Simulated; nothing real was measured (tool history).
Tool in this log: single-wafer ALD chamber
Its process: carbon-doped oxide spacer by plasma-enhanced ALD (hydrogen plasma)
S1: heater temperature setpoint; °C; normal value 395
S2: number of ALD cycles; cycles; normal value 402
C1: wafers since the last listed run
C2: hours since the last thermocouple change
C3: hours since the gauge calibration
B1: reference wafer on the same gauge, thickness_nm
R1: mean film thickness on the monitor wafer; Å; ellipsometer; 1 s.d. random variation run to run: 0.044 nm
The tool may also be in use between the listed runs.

run	hour	S1	S2	C1	C2	C3	B1	R1
1	0.0	400	402	0	690.7	1937.0	19.808	209.59
# hour 54.2: gauge calibrated
2	71.2	384	402	80	761.9	17.0	19.808	209.58
3	150.6	384	402	89	841.3	96.4	19.810	209.40
4	203.9	384	402	60	894.6	149.7	19.809	209.11
5	260.7	387	402	64	951.4	206.5	19.790	210.60
6	346.7	395	402	97	1037.4	292.5	19.809	210.09
7	389.5	395	402	48	1080.2	335.3	19.792	210.69
8	443.2	395	402	60	1133.9	389.0	19.808	209.90
9	529.0	388	402	97	1219.7	474.8	19.802	209.43
10	618.8	388	402	101	1309.5	564.6	19.806	209.91
11	686.5	388	402	76	1377.2	632.3	19.805	210.20
12	779.1	388	358	104	1469.8	724.9	19.809	187.34
13	835.3	388	358	63	1526.0	781.1	19.798	187.71
14	906.3	395	402	80	1597.0	852.1	19.802	209.40
15	958.0	401	361	58	1648.7	903.8	19.801	188.57
# hour 1041.0: thermocouple changed; heater temperature recalibrated
16	1268.9	404	457	343	227.9	1214.7	19.790	235.89
17	1324.8	382	446	63	283.8	1270.6	19.798	233.38
18	1374.3	395	402	56	333.3	1320.1	19.787	210.56
19	1482.2	410	357	122	441.2	1428.0	19.805	180.52
20	1532.3	404	457	56	491.3	1478.1	19.790	235.65
# hour 1551.3: gauge calibrated
21	1597.6	395	402	73	556.6	46.3	19.783	210.89
22	1698.3	400	346	114	657.3	147.0	19.795	180.59
23	1782.9	395	442	95	741.9	231.6	19.798	230.58
24	1838.3	403	331	62	797.3	287.0	19.796	171.08
25	1902.3	395	439	72	861.3	351.0	19.796	229.07
26	1957.1	385	444	62	916.1	405.8	19.801	231.41
27	1993.3	406	335	40	952.3	442.0	19.803	171.55
28	2052.8	395	430	67	1011.8	501.5	19.797	225.05

Alternative continuations, all from the tool just after run 28; predict every row:
A	2053.8	395	462	1	1012.8	502.5	?	?
B	2053.8	403	379	1	1012.8	502.5	?	?
C	2053.8	395	363	1	1012.8	502.5	?	?
D	2053.8	384	441	1	1012.8	502.5	?	?
E	2053.8	401	369	1	1012.8	502.5	?	?

run	B1	R1
A	19.806	241.74
B	19.806	196.26
C	19.806	189.94
D	19.806	230.75
E	19.806	192.30
Take away the tool's hidden state, keep each run's random variation, and the runs would have read:
run	R1
A	241.74
B	196.26
C	189.94
D	230.75
E	192.30
